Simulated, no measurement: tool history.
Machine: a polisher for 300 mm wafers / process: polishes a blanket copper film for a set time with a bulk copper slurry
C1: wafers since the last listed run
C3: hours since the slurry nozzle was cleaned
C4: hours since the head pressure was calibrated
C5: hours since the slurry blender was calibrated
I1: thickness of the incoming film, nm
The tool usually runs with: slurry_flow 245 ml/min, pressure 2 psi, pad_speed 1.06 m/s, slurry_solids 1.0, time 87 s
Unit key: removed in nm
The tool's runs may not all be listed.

run 1 hour=0.0 | slurry_flow=245 pressure=2 pad_speed=1.06 slurry_solids=1.2 time=87 | C1=0 wafers_polished_on_this_pad=790 C3=132.0 C4=179.6 C5=53.1 | I1=3999.5 | removed=559.7
run 2 hour=41.9 | slurry_flow=245 pressure=2 pad_speed=1.06 slurry_solids=1.2 time=87 | C1=477 wafers_polished_on_this_pad=1267 C3=173.9 C4=221.5 C5=95.0 | I1=3945.6 | removed=557.0
run 3 hour=66.7 | slurry_flow=245 pressure=2 pad_speed=1.06 slurry_solids=1.0 time=87 | C1=282 wafers_polished_on_this_pad=1550 C3=198.7 C4=246.3 C5=119.8 | I1=3967.5 | removed=531.0
run 4 hour=99.6 | slurry_flow=245 pressure=2 pad_speed=1.06 slurry_solids=1.0 time=87 | C1=375 wafers_polished_on_this_pad=1925 C3=231.6 C4=279.2 C5=152.7 | I1=3949.5 | removed=523.1
-- hour=118.1 worn pad replaced by a new one
run 5 hour=138.2 | slurry_flow=245 pressure=2 pad_speed=1.06 slurry_solids=1.0 time=87 | C1=394 wafers_polished_on_this_pad=229 C3=270.2 C4=317.8 C5=191.3 | I1=3908.5 | removed=510.5
-- hour=148.2 slurry blender recalibrated
run 6 hour=166.1 | slurry_flow=245 pressure=2 pad_speed=1.06 slurry_solids=1.0 time=87 | C1=295 wafers_polished_on_this_pad=524 C3=298.1 C4=345.7 C5=17.9 | I1=3955.2 | removed=506.3
run 7 hour=222.5 | slurry_flow=245 pressure=2 pad_speed=1.06 slurry_solids=1.0 time=87 | C1=642 wafers_polished_on_this_pad=1167 C3=354.5 C4=402.1 C5=74.3 | I1=3944.7 | removed=495.0
run 8 hour=281.0 | slurry_flow=245 pressure=2 pad_speed=1.06 slurry_solids=1.0 time=87 | C1=666 wafers_polished_on_this_pad=1834 C3=413.0 C4=460.6 C5=132.8 | I1=3930.2 | removed=482.9
-- hour=288.0 head pressure recalibrated
run 9 hour=329.0 | slurry_flow=245 pressure=2 pad_speed=1.06 slurry_solids=1.0 time=87 | C1=524 wafers_polished_on_this_pad=2358 C3=461.0 C4=41.0 C5=180.8 | I1=3916.3 | removed=525.1
-- hour=341.9 worn pad replaced by a new one
-- hour=348.0 slurry blender recalibrated
run 10 hour=377.0 | slurry_flow=245 pressure=2 pad_speed=1.06 slurry_solids=1.0 time=87 | C1=478 wafers_polished_on_this_pad=377 C3=509.0 C4=89.0 C5=29.0 | I1=4047.2 | removed=534.2
run 11 hour=408.3 | slurry_flow=245 pressure=2 pad_speed=1.06 slurry_solids=1.0 time=96 | C1=356 wafers_polished_on_this_pad=734 C3=540.3 C4=120.3 C5=60.3 | I1=4030.7 | removed=580.8
run 12 hour=466.1 | slurry_flow=245 pressure=2 pad_speed=1.06 slurry_solids=1.0 time=96 | C1=658 wafers_polished_on_this_pad=1393 C3=598.1 C4=178.1 C5=118.1 | I1=3939.8 | removed=575.5
run 13 hour=536.2 | slurry_flow=245 pressure=2 pad_speed=1.06 slurry_solids=1.0 time=74 | C1=799 wafers_polished_on_this_pad=2192 C3=668.2 C4=248.2 C5=188.2 | I1=3994.6 | removed=434.0
-- hour=541.8 slurry blender recalibrated
-- hour=555.6 slurry nozzle cleaned
-- hour=556.7 worn pad replaced by a new one
run 14 hour=591.7 | slurry_flow=245 pressure=2 pad_speed=1.06 slurry_solids=0.9 time=87 | C1=586 wafers_polished_on_this_pad=399 C3=36.1 C4=303.7 C5=49.9 | I1=3983.0 | removed=522.9
run 15 hour=621.6 | slurry_flow=245 pressure=2 pad_speed=1.06 slurry_solids=1.0 time=87 | C1=340 wafers_polished_on_this_pad=740 C3=66.0 C4=333.6 C5=79.8 | I1=3983.4 | removed=535.4
run 16 hour=652.1 | slurry_flow=245 pressure=2 pad_speed=0.76 slurry_solids=1.0 time=109 | C1=347 wafers_polished_on_this_pad=1087 C3=96.5 C4=364.1 C5=110.3 | I1=4014.2 | removed=464.1

For run 17, what comes out?
run 17 hour=681.0 | slurry_flow=245 pressure=2 pad_speed=1.06 slurry_solids=1.0 time=87 | C1=329 wafers_polished_on_this_pad=1417 C3=125.4 C4=393.0 C5=139.2 | I1=3994.1 | removed=?

Run 17 came out at removed 520.1 nm.
If the tool had no hidden condition, the same run with the same run-to-run variation would have returned removed 565.3 nm.

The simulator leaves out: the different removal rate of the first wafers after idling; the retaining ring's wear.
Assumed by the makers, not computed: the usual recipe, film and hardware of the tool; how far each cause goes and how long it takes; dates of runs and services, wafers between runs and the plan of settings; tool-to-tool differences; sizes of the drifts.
